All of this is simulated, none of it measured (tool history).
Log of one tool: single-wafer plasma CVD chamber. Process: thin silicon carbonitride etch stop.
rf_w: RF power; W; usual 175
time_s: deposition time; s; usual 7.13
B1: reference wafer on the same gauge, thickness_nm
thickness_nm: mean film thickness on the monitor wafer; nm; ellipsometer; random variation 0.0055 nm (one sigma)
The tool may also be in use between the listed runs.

run 1 hour=0.0 | rf_w=175 time_s=7.13 | B1=3.529 | thickness_nm=3.599
run 2 hour=53.3 | rf_w=175 time_s=7.13 | B1=3.529 | thickness_nm=3.608
run 3 hour=97.3 | rf_w=175 time_s=7.13 | B1=3.530 | thickness_nm=3.612
run 4 hour=139.1 | rf_w=175 time_s=7.13 | B1=3.529 | thickness_nm=3.606
run 5 hour=165.5 | rf_w=175 time_s=7.13 | B1=3.530 | thickness_nm=3.600
-- hour=232.8 gauge calibrated
run 6 hour=236.8 | rf_w=175 time_s=7.13 | B1=3.530 | thickness_nm=3.603
-- hour=250.1 thermocouple changed; heater temperature recalibrated
-- hour=279.1 RF generator calibrated
-- hour=297.4 showerhead replaced
run 7 hour=297.9 | rf_w=175 time_s=7.88 | B1=3.531 | thickness_nm=4.059
run 8 hour=319.4 | rf_w=195 time_s=7.84 | B1=3.530 | thickness_nm=4.148
run 9 hour=384.4 | rf_w=175 time_s=7.13 | B1=3.530 | thickness_nm=3.665
run 10 hour=429.0 | rf_w=145 time_s=8.55 | B1=3.530 | thickness_nm=4.206
run 11 hour=508.7 | rf_w=200 time_s=6.74 | B1=3.530 | thickness_nm=3.573
run 12 hour=576.8 | rf_w=140 time_s=7.81 | B1=3.530 | thickness_nm=3.797
run 13 hour=609.5 | rf_w=210 time_s=6.42 | B1=3.529 | thickness_nm=3.444
run 14 hour=647.5 | rf_w=175 time_s=7.88 | B1=3.530 | thickness_nm=4.035
-- hour=662.2 gauge calibrated
run 15 hour=757.6 | rf_w=150 time_s=6.15 | B1=3.530 | thickness_nm=3.028

5 ways to go on from here, each from the tool as it stands after run 15. What would each give?
run A hour=758.0 | rf_w=185 time_s=7.13 | B1=? | thickness_nm=?
run B hour=758.0 | rf_w=155 time_s=7.13 | B1=? | thickness_nm=?
run C hour=758.0 | rf_w=190 time_s=6.10 | B1=? | thickness_nm=?
run D hour=758.0 | rf_w=165 time_s=6.69 | B1=? | thickness_nm=?
run E hour=758.0 | rf_w=140 time_s=7.67 | B1=? | thickness_nm=?

run=A B1=3.530 thickness_nm=3.692
run=B B1=3.530 thickness_nm=3.537
run=C B1=3.530 thickness_nm=3.179
run=D B1=3.530 thickness_nm=3.369
run=E B1=3.530 thickness_nm=3.715
Without the tool's hidden state the same runs would have given:
run=A thickness_nm=3.734
run=B thickness_nm=3.577
run=C thickness_nm=3.215
run=D thickness_nm=3.407
run=E thickness_nm=3.757

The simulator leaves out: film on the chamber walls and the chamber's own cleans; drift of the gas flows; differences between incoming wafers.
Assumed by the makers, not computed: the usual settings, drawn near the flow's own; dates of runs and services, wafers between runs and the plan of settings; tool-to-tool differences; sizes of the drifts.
